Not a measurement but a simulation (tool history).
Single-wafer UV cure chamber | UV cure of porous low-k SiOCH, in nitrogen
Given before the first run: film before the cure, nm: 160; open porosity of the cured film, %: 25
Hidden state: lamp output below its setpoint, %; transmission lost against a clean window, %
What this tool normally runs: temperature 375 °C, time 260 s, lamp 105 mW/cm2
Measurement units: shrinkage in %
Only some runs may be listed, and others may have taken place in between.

run    hour  temperature  time  lamp  wafers since the last listed run  hours since the UV bulbs were replaced  wafers since the quartz window was cleaned  shrinkage
  1       0          384   175   105                                 0                                  1224.7                                        1847     10.413
        1.4  -- quartz window cleaned
  2    93.7          384   175   105                               510                                  1318.4                                         510      9.999
  3   176.9          375   260   105                               460                                  1401.6                                         971     11.687
  4     243          387   260   105                               365                                  1467.7                                        1336      12.03
  5   344.9          387   260   105                               563                                  1569.6                                        1900     11.675
  6   392.6          387   260   105                               263                                  1617.3                                        2164     11.902
      409.9  -- quartz window cleaned
  7   440.5          375   260   105                               220                                  1665.2                                         169     11.316
  8     488          375   260   105                               262                                  1712.7                                         431     11.547
      502.6  -- UV bulbs replaced
  9   590.2          375   260   105                               521                                    87.6                                         953     13.976
 10   689.9          375   260   105                               551                                   187.3                                        1505     13.847
 11   784.3          375   260   105                               522                                   281.7                                        2027     13.955
      818.6  -- quartz window cleaned
 12   834.8          375   260   105                               235                                   332.2                                          89     13.897
 13   928.4          385   305    78                               518                                   425.8                                         607     13.106
 14   999.7          375   260   126                               394                                   497.1                                        1002     14.256
 15  1048.1          375   260   105                               267                                   545.5                                        1270     13.404
 16  1111.8          375   120   126                               352                                   609.2                                        1622     10.826
     1164.8  -- quartz window cleaned
 17  1202.8          381   310    89                               459                                   700.2                                         210     13.659
 18  1239.3          375   260   133                               202                                   736.7                                         412     14.598
 19  1328.9          370   260   105                               495                                   826.3                                         907     12.704
 20  1379.6          391   220   105                               280                                     877                                        1188     12.556
 21    1419          375   260   105                               218                                   916.4                                        1406     12.994
 22  1494.3          375   260    92                               416                                   991.7                                        1823     12.249
 23  1575.4          384   395    82                               448                                  1072.8                                        2272     13.973
     1607.4  -- quartz window cleaned
 24  1629.4          368   160    90                               254                                  1126.8                                         122      9.446

How would selected steps in shrinkage from run to run divide? Give the signed amount a tool lacking its hidden state would still show from settings, what came in and random variation, and the signed amount left for the hidden state, including any gauge scatter that is not in both of the compared results.
Run 2 -> 3: temperature 384 -> 375, time 175 -> 260. shrinkage +1.688 %: hidden state -0.251, all else +1.939.
Run 8 -> 9: UV bulbs replaced. shrinkage +2.429 %: hidden state +2.805, all else -0.376.
Run 16 -> 17: temperature 375 -> 381, time 120 -> 310, lamp 126 -> 89, quartz window cleaned. shrinkage +2.833 %: hidden state -0.166, all else +2.999.
Run 23 -> 24: temperature 384 -> 368, time 395 -> 160, lamp 82 -> 90, quartz window cleaned. shrinkage -4.527 %: hidden state +0.076, all else -4.603.
